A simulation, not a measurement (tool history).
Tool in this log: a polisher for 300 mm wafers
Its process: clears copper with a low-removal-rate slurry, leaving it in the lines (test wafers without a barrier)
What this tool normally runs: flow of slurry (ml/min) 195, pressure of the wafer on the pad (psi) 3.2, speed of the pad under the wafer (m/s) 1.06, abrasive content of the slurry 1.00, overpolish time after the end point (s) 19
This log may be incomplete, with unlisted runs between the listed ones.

run     day  flow of slurry (ml/min)  pressure of the wafer on the pad (psi)  speed of the pad under the wafer (m/s)  abrasive content of the slurry  overpolish time after the end point (s)  incoming thickness of the incoming film, nm  time until the end point was called (s)  dishing of a wide line in a test structure (Å)
  1   0.000                      195                                     3.2                                    1.06                            1.00                                       19                                        272.4                                    107.7                                             357
  2   2.712                      195                                     4.1                                    1.06                            1.00                                       19                                        268.3                                     79.3                                             452
  3   4.238                      195                                     2.9                                    1.06                            1.00                                       19                                        270.7                                    113.4                                             338
  4   7.875                      195                                     3.2                                    1.06                            1.00                                       19                                        267.4                                    100.9                                             351
      9.488  -- slurry nozzle cleaned
  5  11.038                      195                                     3.2                                    0.82                            1.00                                       19                                        273.9                                    135.4                                             295
  6  13.912                      195                                     3.2                                    0.82                            1.00                                       19                                        267.2                                    132.1                                             292
  7  16.275                      195                                     3.2                                    1.06                            1.00                                       19                                        275.0                                    105.4                                             360
     16.638  -- slurry blender recalibrated
     19.796  -- worn pad replaced by a new one
  8  19.983                      195                                     3.7                                    1.06                            1.00                                       21                                        267.2                                     89.3                                             439
     20.321  -- head pressure recalibrated
  9  22.762                      195                                     3.7                                    1.06                            1.00                                       21                                        270.5                                     94.1                                             419
 10  25.879                      195                                     3.2                                    1.06                            1.10                                       19                                        270.1                                    110.8                                             344
 11  28.167                      195                                     3.2                                    1.06                            1.00                                       19                                        268.1                                    112.0                                             338
 12  32.008                      195                                     2.7                                    0.82                            1.00                                       28                                        268.4                                    175.7                                             325
     33.979  -- slurry nozzle cleaned
     41.583  -- slurry blender recalibrated
 13  41.662                      195                                     2.2                                    0.72                            1.30                                       15                                        271.2                                    243.2                                             133
 14  43.733                      195                                     3.2                                    0.70                            1.20                                        8                                        275.0                                    170.9                                             103
     46.288  -- worn pad replaced by a new one
 15  47.408                      220                                     3.2                                    1.20                            1.20                                       19                                        269.9                                     98.3                                             382
     47.721  -- head pressure recalibrated, repeated, since the last time left the tool worse
 16  50.442                      170                                     4.3                                    1.06                            1.00                                       19                                        270.1                                     74.6                                             466
 17  54.792                      195                                     3.2                                    0.72                            1.00                                       16                                        273.7                                    151.4                                             228
 18  57.000                      195                                     3.2                                    0.86                            1.00                                       13                                        269.3                                    125.4                                             220
     57.792  -- slurry nozzle cleaned
 19  58.846                      195                                     3.2                                    0.86                            1.00                                       19                                        268.6                                    124.1                                             302
 20  60.575                      195                                     3.2                                    1.06                            1.00                                       19                                        271.8                                    100.7                                             361
 21  62.375                      255                                     3.2                                    1.06                            1.00                                       19                                        267.3                                     99.7                                             375
 22  66.050                      195                                     2.2                                    0.70                            1.00                                       19                                        273.4                                    232.1                                             178
     68.925  -- slurry blender recalibrated
     69.617  -- worn pad replaced by a new one
 23  69.792                      160                                     3.2                                    1.06                            1.10                                       19                                        269.2                                    105.9                                             356
 24  73.383                      195                                     3.2                                    0.72                            1.00                                       19                                        269.9                                    153.0                                             251
     78.688  -- slurry nozzle cleaned
     80.579  -- head pressure recalibrated
 25  81.354                      195                                     3.2                                    0.90                            1.10                                       19                                        273.1                                    113.6                                             342
 26  85.500                      195                                     3.2                                    1.06                            1.00                                       19                                        270.1                                     96.0                                             368
 27  87.150                      195                                     3.2                                    1.06                            1.00                                       19                                        270.5                                    101.0                                             372
 28  90.350                      155                                     3.2                                    1.36                            1.15                                       19                                        265.0                                     77.1                                             450

Predict each of these 4 candidate next runs independently; none follows another, all start after run 28:
  A  90.371                      195                                     3.2                                    1.06                            1.00                                       19                                        271.1                                        ?                                               ?
  B  90.371                      230                                     4.0                                    1.06                            0.75                                       27                                        271.1                                        ?                                               ?
  C  90.371                      195                                     3.8                                    1.22                            1.00                                       19                                        271.1                                        ?                                               ?
  D  90.371                      170                                     3.2                                    1.06                            1.00                                       19                                        271.1                                        ?                                               ?

run  time until the end point was called (s)  dishing of a wide line in a test structure (Å)
  A                                    100.2                                             363
  B                                     81.1                                             567
  C                                     73.3                                             470
  D                                    102.4                                             357
Had the tool no hidden state, the same runs would have come out as:
run  time until the end point was called (s)  dishing of a wide line in a test structure (Å)
  A                                     97.6                                             372
  B                                     79.0                                             579
  C                                     71.4                                             480
  D                                     99.8                                             365

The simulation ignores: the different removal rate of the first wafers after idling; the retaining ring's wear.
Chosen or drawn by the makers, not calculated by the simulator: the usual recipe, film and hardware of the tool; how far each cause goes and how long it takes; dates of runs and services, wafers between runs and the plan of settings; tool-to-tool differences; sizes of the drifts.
